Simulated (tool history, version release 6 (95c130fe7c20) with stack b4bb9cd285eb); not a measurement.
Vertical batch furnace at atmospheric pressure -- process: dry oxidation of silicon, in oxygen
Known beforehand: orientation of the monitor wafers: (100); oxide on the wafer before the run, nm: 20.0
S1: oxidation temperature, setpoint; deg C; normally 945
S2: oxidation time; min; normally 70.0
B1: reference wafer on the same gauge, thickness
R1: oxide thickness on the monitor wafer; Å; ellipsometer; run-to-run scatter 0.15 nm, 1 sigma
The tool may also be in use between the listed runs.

run 1 hour=0.0 | S1=945 S2=70.0 | B1=42.81 | R1=415.1
run 2 hour=36.2 | S1=945 S2=70.0 | B1=42.71 | R1=416.4
run 3 hour=136.3 | S1=945 S2=70.0 | B1=42.63 | R1=414.3
run 4 hour=183.8 | S1=945 S2=70.0 | B1=42.49 | R1=411.9
run 5 hour=247.2 | S1=945 S2=83.5 | B1=42.39 | R1=448.7
run 6 hour=308.4 | S1=945 S2=83.5 | B1=42.27 | R1=447.9
run 7 hour=347.5 | S1=945 S2=70.0 | B1=42.18 | R1=406.9
run 8 hour=470.9 | S1=945 S2=70.0 | B1=41.85 | R1=405.7
run 9 hour=512.9 | S1=945 S2=70.0 | B1=41.66 | R1=402.2
run 10 hour=607.1 | S1=961 S2=56.0 | B1=41.25 | R1=397.3
-- hour=632.7 gauge calibrated
run 11 hour=699.7 | S1=945 S2=70.0 | B1=42.89 | R1=418.1
run 12 hour=777.9 | S1=945 S2=70.0 | B1=42.85 | R1=416.8
run 13 hour=856.3 | S1=965 S2=100.5 | B1=42.81 | R1=571.0
run 14 hour=897.2 | S1=934 S2=94.5 | B1=42.76 | R1=443.1
run 15 hour=972.5 | S1=960 S2=37.5 | B1=42.66 | R1=341.4
run 16 hour=1064.2 | S1=927 S2=70.0 | B1=42.57 | R1=365.2
-- hour=1124.0 thermocouples replaced and temperature profile calibrated
run 17 hour=1128.1 | S1=945 S2=70.0 | B1=42.34 | R1=411.1
run 18 hour=1164.6 | S1=952 S2=59.0 | B1=42.36 | R1=394.4
run 19 hour=1202.2 | S1=945 S2=70.0 | B1=42.22 | R1=409.7
-- hour=1253.7 boat lift adjusted
run 20 hour=1259.7 | S1=962 S2=70.0 | B1=42.07 | R1=456.7
run 21 hour=1356.6 | S1=963 S2=48.0 | B1=41.87 | R1=376.5
-- hour=1407.9 gauge calibrated
run 22 hour=1419.7 | S1=953 S2=59.5 | B1=43.11 | R1=406.7
run 23 hour=1519.6 | S1=931 S2=61.0 | B1=43.20 | R1=359.1
run 24 hour=1601.6 | S1=969 S2=99.5 | B1=43.15 | R1=590.0

5 options for the next run, each taken on its own from the tool as it stands now. Forecast them:
run A hour=1605.8 | S1=945 S2=70.0 | B1=? | R1=?
run B hour=1605.8 | S1=959 S2=85.5 | B1=? | R1=?
run C hour=1605.8 | S1=960 S2=83.5 | B1=? | R1=?
run D hour=1605.8 | S1=951 S2=99.0 | B1=? | R1=?
run E hour=1605.8 | S1=957 S2=49.0 | B1=? | R1=?

run=A B1=43.06 R1=418.0
run=B B1=43.06 R1=507.7
run=C B1=43.06 R1=504.4
run=D B1=43.06 R1=521.4
run=E B1=43.06 R1=381.6
Without the tool's hidden state the same runs would have given:
run=A R1=416.0
run=B R1=505.3
run=C R1=502.0
run=D R1=518.9
run=E R1=379.8

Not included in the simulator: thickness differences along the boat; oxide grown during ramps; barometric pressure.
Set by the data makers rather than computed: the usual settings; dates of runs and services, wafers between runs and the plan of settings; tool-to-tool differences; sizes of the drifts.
